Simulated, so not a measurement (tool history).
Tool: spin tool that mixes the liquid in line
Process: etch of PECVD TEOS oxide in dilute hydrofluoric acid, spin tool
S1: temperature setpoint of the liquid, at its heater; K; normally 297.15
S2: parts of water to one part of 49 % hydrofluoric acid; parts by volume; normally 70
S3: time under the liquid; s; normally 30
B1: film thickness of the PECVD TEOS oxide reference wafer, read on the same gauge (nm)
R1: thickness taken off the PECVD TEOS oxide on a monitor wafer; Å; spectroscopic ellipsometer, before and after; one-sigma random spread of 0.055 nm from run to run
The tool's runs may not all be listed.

run,hour,S1,S2,S3,B1,R1
1,0.0,297.15,70,30,50.01,126.0
2,28.2,297.15,70,30,50.01,125.0
3,64.4,297.15,70,30,50.00,125.5
4,109.7,297.15,70,30,50.01,125.3
5,181.6,298.65,70,30,50.00,132.9
6,250.4,298.65,70,30,50.00,131.8
7,290.8,297.15,50,30,49.99,179.4
8,332.8,297.15,50,30,50.01,178.8
9,511.5,297.15,70,40,50.00,165.5
10,631.7,297.15,70,40,49.99,164.9
# hour 676.1: thermometer replaced
11,699.1,297.15,70,40,49.99,166.0
12,742.9,297.15,70,30,49.98,123.9
# hour 785.5: hydrofluoric acid flow meter replaced
13,803.7,297.15,70,30,50.01,120.4
# hour 845.1: gauge calibrated
14,866.0,297.15,40,30,49.98,218.3
15,898.4,297.15,70,30,50.01,120.6
16,931.9,297.15,35,35,50.01,294.4
17,992.4,297.15,70,45,50.01,181.0
18,1063.4,297.15,70,30,49.97,120.1
19,1203.9,294.65,105,45,49.98,104.1
20,1275.0,301.15,70,40,49.96,188.4
# hour 1278.5: hydrofluoric acid flow meter replaced, repeated, since the last time left the tool worse
# hour 1290.7: thermometer replaced
21,1305.5,300.65,40,30,50.01,264.5
22,1345.2,297.15,45,30,49.98,203.9
23,1416.1,295.15,70,15,49.99,58.5
24,1458.2,301.15,70,40,50.00,197.7
25,1489.2,297.15,70,30,50.02,127.6
26,1525.3,293.65,70,30,50.01,109.1
27,1559.7,299.15,60,15,50.00,81.2
28,1610.8,297.15,55,30,50.00,164.0
29,1645.7,294.15,40,15,50.00,101.7
30,1684.7,297.15,70,30,50.01,126.0
31,1739.3,297.15,50,30,50.01,182.9
32,1773.9,293.65,100,50,50.00,122.7
33,1800.0,297.15,70,30,49.99,125.9
34,1862.0,297.15,45,40,50.02,269.5

Forecast each of these 3 alternatives for the next run:
A,1862.4,300.15,70,30,?,?
B,1862.4,298.65,50,50,?,?
C,1862.4,297.15,70,15,?,?

run,B1,R1
A,50.02,142.1
B,50.02,320.9
C,50.02,63.0
Take away the tool's hidden state, keep each run's random variation, and the runs would have read:
run,R1
A,143.6
B,324.3
C,63.7
